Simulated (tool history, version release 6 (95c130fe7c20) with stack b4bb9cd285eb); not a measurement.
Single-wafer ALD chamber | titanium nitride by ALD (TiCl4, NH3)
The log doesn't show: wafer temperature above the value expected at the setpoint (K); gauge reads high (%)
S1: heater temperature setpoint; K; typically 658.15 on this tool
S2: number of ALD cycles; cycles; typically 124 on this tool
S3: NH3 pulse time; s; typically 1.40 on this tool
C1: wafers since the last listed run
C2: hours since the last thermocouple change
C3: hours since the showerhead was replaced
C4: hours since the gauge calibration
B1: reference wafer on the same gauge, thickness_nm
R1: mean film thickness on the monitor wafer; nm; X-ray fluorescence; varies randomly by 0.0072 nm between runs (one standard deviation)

| run | day | S1 | S2 | S3 | C1 | C2 | C3 | C4 | B1 | R1 |
|---|---|---|---|---|---|---|---|---|---|---|
| 1 | 0.000 | 658.15 | 124 | 1.40 | 0 | 65.5 | 1449.5 | 1526.3 | 2.409 | 2.864 |
| 2 | 2.317 | 658.15 | 124 | 1.40 | 147 | 121.1 | 1505.1 | 1581.9 | 2.407 | 2.858 |
| 3 | 4.846 | 658.15 | 124 | 1.40 | 160 | 181.8 | 1565.8 | 1642.6 | 2.409 | 2.857 |
| 4 | 8.075 | 658.15 | 124 | 1.40 | 205 | 259.3 | 1643.3 | 1720.1 | 2.405 | 2.858 |
| 5 | 11.358 | 658.15 | 124 | 1.40 | 208 | 338.1 | 1722.1 | 1798.9 | 2.404 | 2.865 |
| 6 | 21.971 | 658.15 | 124 | 1.40 | 674 | 592.8 | 1976.8 | 2053.6 | 2.399 | 2.845 |
| 7 | 23.888 | 658.15 | 124 | 1.40 | 121 | 638.8 | 2022.8 | 2099.6 | 2.400 | 2.856 |
| 8 | 25.883 | 647.15 | 124 | 1.40 | 126 | 686.7 | 2070.7 | 2147.5 | 2.396 | 2.801 |
| 9 | 39.225 | 658.15 | 124 | 1.40 | 847 | 1006.9 | 2390.9 | 2467.7 | 2.389 | 2.845 |
|  | 44.454 | gauge calibrated |
| 10 | 46.846 | 658.15 | 124 | 1.40 | 484 | 1189.8 | 2573.8 | 57.4 | 2.422 | 2.881 |
| 11 | 49.354 | 658.15 | 124 | 1.68 | 159 | 1250.0 | 2634.0 | 117.6 | 2.420 | 2.927 |
| 12 | 53.342 | 658.15 | 124 | 1.68 | 253 | 1345.7 | 2729.7 | 213.3 | 2.421 | 2.917 |
| 13 | 54.962 | 658.15 | 124 | 1.40 | 102 | 1384.6 | 2768.6 | 252.2 | 2.419 | 2.881 |
|  | 56.388 | showerhead replaced |
| 14 | 57.992 | 658.15 | 124 | 1.40 | 171 | 1457.3 | 38.5 | 324.9 | 2.419 | 2.882 |
| 15 | 60.546 | 654.15 | 124 | 1.40 | 162 | 1518.6 | 99.8 | 386.2 | 2.419 | 2.859 |
|  | 62.246 | thermocouple changed; heater temperature recalibrated |
| 16 | 62.925 | 654.15 | 124 | 1.40 | 129 | 16.3 | 156.9 | 443.3 | 2.420 | 2.859 |
| 17 | 69.188 | 654.15 | 124 | 1.40 | 397 | 166.6 | 307.2 | 593.6 | 2.418 | 2.855 |
| 18 | 72.338 | 658.15 | 124 | 1.40 | 200 | 242.2 | 382.8 | 669.2 | 2.418 | 2.885 |
| 19 | 74.812 | 654.15 | 124 | 1.40 | 157 | 301.6 | 442.2 | 728.6 | 2.419 | 2.861 |
| 20 | 77.442 | 658.15 | 144 | 1.20 | 166 | 364.7 | 505.3 | 791.7 | 2.414 | 3.293 |
| 21 | 79.358 | 650.15 | 102 | 1.84 | 121 | 410.7 | 551.3 | 837.7 | 2.416 | 2.380 |
| 22 | 89.346 | 658.15 | 124 | 1.40 | 634 | 650.4 | 791.0 | 1077.4 | 2.416 | 2.880 |
| 23 | 92.354 | 654.15 | 124 | 1.40 | 191 | 722.6 | 863.2 | 1149.6 | 2.414 | 2.856 |
| 24 | 96.342 | 658.15 | 148 | 1.40 | 253 | 818.3 | 958.9 | 1245.3 | 2.413 | 3.415 |
| 25 | 97.879 | 651.15 | 105 | 1.05 | 97 | 855.2 | 995.8 | 1282.2 | 2.414 | 2.353 |
| 26 | 100.046 | 672.15 | 104 | 1.87 | 137 | 907.2 | 1047.8 | 1334.2 | 2.414 | 2.480 |
| 27 | 104.071 | 658.15 | 124 | 1.40 | 255 | 1003.8 | 1144.4 | 1430.8 | 2.412 | 2.865 |
| 28 | 116.429 | 658.15 | 124 | 1.40 | 784 | 1300.4 | 1441.0 | 1727.4 | 2.407 | 2.875 |
| 29 | 117.967 | 652.15 | 106 | 1.12 | 97 | 1337.3 | 1477.9 | 1764.3 | 2.403 | 2.391 |
|  | 122.296 | thermocouple changed; heater temperature recalibrated |
| 30 | 122.317 | 658.15 | 136 | 1.14 | 255 | 0.5 | 1582.3 | 1868.7 | 2.403 | 3.098 |
| 31 | 126.425 | 658.15 | 124 | 1.40 | 260 | 99.1 | 1680.9 | 1967.3 | 2.402 | 2.854 |
| 32 | 130.562 | 672.15 | 124 | 1.40 | 262 | 198.4 | 1780.2 | 2066.6 | 2.399 | 2.904 |
| 33 | 133.062 | 658.15 | 103 | 0.88 | 158 | 258.4 | 1840.2 | 2126.6 | 2.398 | 2.288 |
| 34 | 135.750 | 663.15 | 136 | 1.23 | 170 | 322.9 | 1904.7 | 2191.1 | 2.397 | 3.115 |

Run 35, settings as shown, results not yet in. Your forecast:
| 35 | 137.312 | 653.15 | 124 | 1.62 | 99 | 360.4 | 1942.2 | 2228.6 | ? | ? |

Run 35 gave B1 2.398, R1 2.864 nm.
If the tool had no hidden condition, the same run with the same run-to-run variation would have returned R1 2.892 nm.
